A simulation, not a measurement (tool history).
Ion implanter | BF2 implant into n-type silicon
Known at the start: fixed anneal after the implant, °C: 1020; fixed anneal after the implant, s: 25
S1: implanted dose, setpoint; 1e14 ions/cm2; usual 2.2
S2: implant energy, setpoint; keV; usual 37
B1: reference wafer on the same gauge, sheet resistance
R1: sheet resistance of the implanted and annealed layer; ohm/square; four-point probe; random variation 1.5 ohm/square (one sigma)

{"run": 1, "hour": 0.0, "S1": 2.2, "S2": 37, "B1": 465.1, "R1": 470.91}
{"run": 2, "hour": 17.7, "S1": 2.2, "S2": 33, "B1": 465.04, "R1": 474.05}
{"hour": 32.7, "done": "gauge calibrated"}
{"run": 3, "hour": 35.0, "S1": 2.51, "S2": 37, "B1": 464.78, "R1": 420.36}
{"run": 4, "hour": 45.5, "S1": 2.2, "S2": 44.5, "B1": 465.15, "R1": 460.12}
{"run": 5, "hour": 60.9, "S1": 2.2, "S2": 44.5, "B1": 465.04, "R1": 458.43}
{"run": 6, "hour": 77.2, "S1": 2.42, "S2": 37, "B1": 464.8, "R1": 431.92}
{"run": 7, "hour": 92.2, "S1": 2.2, "S2": 37, "B1": 465.33, "R1": 469.71}
{"run": 8, "hour": 100.1, "S1": 2.2, "S2": 37, "B1": 464.96, "R1": 465.85}
{"hour": 115.6, "done": "Faraday cup replaced and dose calibrated"}
{"hour": 116.3, "done": "extraction supply calibrated"}
{"run": 9, "hour": 116.8, "S1": 2.2, "S2": 27.5, "B1": 464.97, "R1": 481.62}
{"run": 10, "hour": 124.6, "S1": 2.2, "S2": 27.5, "B1": 464.76, "R1": 485.19}
{"run": 11, "hour": 141.8, "S1": 2.2, "S2": 37, "B1": 465.09, "R1": 472.4}
{"run": 12, "hour": 158.0, "S1": 2.2, "S2": 37, "B1": 465.21, "R1": 465.15}
{"run": 13, "hour": 167.5, "S1": 2.2, "S2": 37, "B1": 465.2, "R1": 469.55}
{"run": 14, "hour": 174.3, "S1": 2.2, "S2": 42.5, "B1": 465.01, "R1": 460.05}
{"run": 15, "hour": 183.7, "S1": 2.2, "S2": 42, "B1": 465.25, "R1": 464.57}
{"run": 16, "hour": 201.5, "S1": 1.62, "S2": 29, "B1": 465.31, "R1": 620.97}
{"run": 17, "hour": 213.5, "S1": 2.2, "S2": 37, "B1": 464.85, "R1": 469.75}
{"run": 18, "hour": 221.5, "S1": 2.2, "S2": 37, "B1": 465.11, "R1": 467.79}
{"run": 19, "hour": 230.2, "S1": 2.2, "S2": 37, "B1": 464.87, "R1": 467.71}
{"hour": 235.2, "done": "gauge calibrated"}
{"run": 20, "hour": 238.5, "S1": 2.84, "S2": 44, "B1": 464.99, "R1": 372.63}
{"run": 21, "hour": 249.9, "S1": 1.67, "S2": 41.5, "B1": 465.05, "R1": 578.48}
{"run": 22, "hour": 287.6, "S1": 2.2, "S2": 45, "B1": 464.83, "R1": 459.51}
{"run": 23, "hour": 298.0, "S1": 2, "S2": 41.5, "B1": 464.88, "R1": 499.93}
{"run": 24, "hour": 314.2, "S1": 2.2, "S2": 41, "B1": 465.13, "R1": 461.33}
{"run": 25, "hour": 321.5, "S1": 1.56, "S2": 37, "B1": 465.14, "R1": 617.88}
{"run": 26, "hour": 329.8, "S1": 1.83, "S2": 25, "B1": 464.77, "R1": 569.01}
{"run": 27, "hour": 346.6, "S1": 2.2, "S2": 27.5, "B1": 465, "R1": 483.9}
{"run": 28, "hour": 354.0, "S1": 2.39, "S2": 25.5, "B1": 465.09, "R1": 452.96}
{"run": 29, "hour": 360.5, "S1": 2.2, "S2": 49, "B1": 464.89, "R1": 454.49}

4 ways to go on from here, each from the tool as it stands after run 29. What would each give?
{"run": "A", "hour": 360.9, "S1": 2.2, "S2": 40.5, "B1": "?", "R1": "?"}
{"run": "B", "hour": 360.9, "S1": 1.91, "S2": 27.5, "B1": "?", "R1": "?"}
{"run": "C", "hour": 360.9, "S1": 1.68, "S2": 32, "B1": "?", "R1": "?"}
{"run": "D", "hour": 360.9, "S1": 2.79, "S2": 28, "B1": "?", "R1": "?"}

run=A B1=464.69 R1=464.58
run=B B1=464.69 R1=544.27
run=C B1=464.69 R1=595.18
run=D B1=464.69 R1=395.01
Without the tool's hidden state the same runs would have given:
run=A R1=464.58
run=B R1=544.27
run=C R1=595.18
run=D R1=395.01
